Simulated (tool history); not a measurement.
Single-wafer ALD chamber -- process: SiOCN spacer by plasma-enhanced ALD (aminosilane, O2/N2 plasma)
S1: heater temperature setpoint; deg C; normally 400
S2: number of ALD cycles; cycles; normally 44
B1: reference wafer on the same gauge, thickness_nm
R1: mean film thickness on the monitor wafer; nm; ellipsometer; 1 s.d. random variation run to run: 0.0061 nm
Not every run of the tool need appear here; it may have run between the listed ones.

{"run": 1, "hour": 0.0, "S1": 400, "S2": 49, "B1": 2.601, "R1": 2.686}
{"run": 2, "hour": 7.9, "S1": 400, "S2": 49, "B1": 2.599, "R1": 2.7}
{"run": 3, "hour": 48.7, "S1": 400, "S2": 44, "B1": 2.599, "R1": 2.421}
{"run": 4, "hour": 65.1, "S1": 400, "S2": 44, "B1": 2.598, "R1": 2.42}
{"run": 5, "hour": 77.0, "S1": 400, "S2": 44, "B1": 2.601, "R1": 2.421}
{"run": 6, "hour": 91.9, "S1": 400, "S2": 38, "B1": 2.6, "R1": 2.097}
{"run": 7, "hour": 97.9, "S1": 400, "S2": 38, "B1": 2.602, "R1": 2.093}
{"hour": 108.1, "done": "gauge calibrated"}
{"run": 8, "hour": 110.5, "S1": 400, "S2": 38, "B1": 2.599, "R1": 2.092}
{"run": 9, "hour": 117.0, "S1": 406, "S2": 50, "B1": 2.599, "R1": 2.723}
{"run": 10, "hour": 129.8, "S1": 406, "S2": 50, "B1": 2.6, "R1": 2.719}
{"run": 11, "hour": 145.5, "S1": 400, "S2": 44, "B1": 2.598, "R1": 2.428}
{"run": 12, "hour": 152.2, "S1": 392, "S2": 49, "B1": 2.601, "R1": 2.692}
{"run": 13, "hour": 165.7, "S1": 400, "S2": 44, "B1": 2.601, "R1": 2.433}
{"run": 14, "hour": 178.6, "S1": 408, "S2": 49, "B1": 2.603, "R1": 2.637}
{"run": 15, "hour": 196.3, "S1": 400, "S2": 44, "B1": 2.601, "R1": 2.431}
{"hour": 216.1, "done": "thermocouple changed; heater temperature recalibrated"}
{"run": 16, "hour": 216.6, "S1": 400, "S2": 44, "B1": 2.601, "R1": 2.428}
{"run": 17, "hour": 221.8, "S1": 414, "S2": 47, "B1": 2.601, "R1": 2.481}
{"run": 18, "hour": 239.8, "S1": 407, "S2": 49, "B1": 2.598, "R1": 2.65}
{"run": 19, "hour": 248.8, "S1": 415, "S2": 48, "B1": 2.598, "R1": 2.546}
{"run": 20, "hour": 257.7, "S1": 408, "S2": 44, "B1": 2.6, "R1": 2.372}
{"run": 21, "hour": 275.2, "S1": 386, "S2": 46, "B1": 2.599, "R1": 2.526}

Exercise: give the hidden state of the tool at every run:
wafer temperature above the value expected at the setpoint (K): 0 on each run
gauge reads high (%): 0 on each run

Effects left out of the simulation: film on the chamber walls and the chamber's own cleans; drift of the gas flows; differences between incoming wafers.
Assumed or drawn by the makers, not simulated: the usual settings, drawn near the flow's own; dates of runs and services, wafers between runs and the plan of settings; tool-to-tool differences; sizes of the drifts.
